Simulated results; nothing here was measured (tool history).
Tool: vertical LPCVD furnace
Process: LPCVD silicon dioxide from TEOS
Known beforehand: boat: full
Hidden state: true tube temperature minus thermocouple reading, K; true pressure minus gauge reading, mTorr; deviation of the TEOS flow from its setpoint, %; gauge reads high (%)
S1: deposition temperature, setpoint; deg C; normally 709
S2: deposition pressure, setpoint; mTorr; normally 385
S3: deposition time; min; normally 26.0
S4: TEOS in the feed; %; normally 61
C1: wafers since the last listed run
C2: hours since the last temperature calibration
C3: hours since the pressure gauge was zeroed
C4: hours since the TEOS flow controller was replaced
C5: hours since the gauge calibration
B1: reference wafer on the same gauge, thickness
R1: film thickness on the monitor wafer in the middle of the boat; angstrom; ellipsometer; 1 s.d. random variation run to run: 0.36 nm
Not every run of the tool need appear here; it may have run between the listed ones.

run   hour   S1   S2    S3  S4   C1      C2      C3      C4     C5      B1      R1
  1    0.0  709  410  26.0  61    0  1611.9  4339.3  2665.9  236.3  255.96  2684.1
  2   32.2  709  385  26.0  61  406  1644.1  4371.5  2698.1  268.5  255.97  2609.6
  3   60.5  709  385  26.0  61  357  1672.4  4399.8  2726.4  296.8  256.02  2605.5
  4   87.9  709  385  26.0  61  346  1699.8  4427.2  2753.8  324.2  256.00  2601.2
  5  104.8  709  385  26.0  61  213  1716.7  4444.1  2770.7  341.1  256.03  2606.7
     138.4  -- gauge calibrated
     149.3  -- thermocouples replaced and temperature profile calibrated
     160.3  -- pressure gauge zeroed
  6  160.8  709  385  26.0  61  265    11.5     0.5  2826.7   22.4  256.01  2435.4
  7  164.3  709  385  26.0  57   44    15.0     4.0  2830.2   25.9  255.92  2351.9
  8  167.9  700  385  16.0  61   45    18.6     7.6  2833.8   29.5  256.02  1218.0
     196.2  -- TEOS flow controller replaced
  9  196.7  716  410  21.5  69   60    47.4    36.4     0.5   58.3  256.05  2601.4
 10  220.0  698  385  16.5  61  294    70.7    59.7    23.8   81.6  255.94  1208.6
 11  255.4  699  300  32.5  50  447   106.1    95.1    59.2  117.0  255.97  1954.4
 12  282.4  709  385  26.0  61  340   133.1   122.1    86.2  144.0  256.01  2474.8
 13  298.0  714  440  32.0  68  197   148.7   137.7   101.8  159.6  256.00  3847.4
 14  328.2  709  470  26.0  69  381   178.9   167.9   132.0  189.8  256.02  2924.0
 15  345.0  709  385  26.0  57  212   195.7   184.7   148.8  206.6  255.99  2411.0

Consider 3 possible next runs. They are alternatives, not a sequence: every one starts from the tool as it was left by run 15. What does each give?
  A  348.7  709  385  26.0  50  46  199.4  188.4  152.5  210.3   ?   ?
  B  348.7  717  385  26.0  61  46  199.4  188.4  152.5  210.3   ?   ?
  C  348.7  709  305  30.0  61  46  199.4  188.4  152.5  210.3   ?   ?

run      B1      R1
  A  256.04  2259.3
  B  256.04  2988.7
  C  256.04  2562.8
Without the tool's hidden state the same runs would have given:
run      R1
  A  2156.5
  B  2855.0
  C  2446.3

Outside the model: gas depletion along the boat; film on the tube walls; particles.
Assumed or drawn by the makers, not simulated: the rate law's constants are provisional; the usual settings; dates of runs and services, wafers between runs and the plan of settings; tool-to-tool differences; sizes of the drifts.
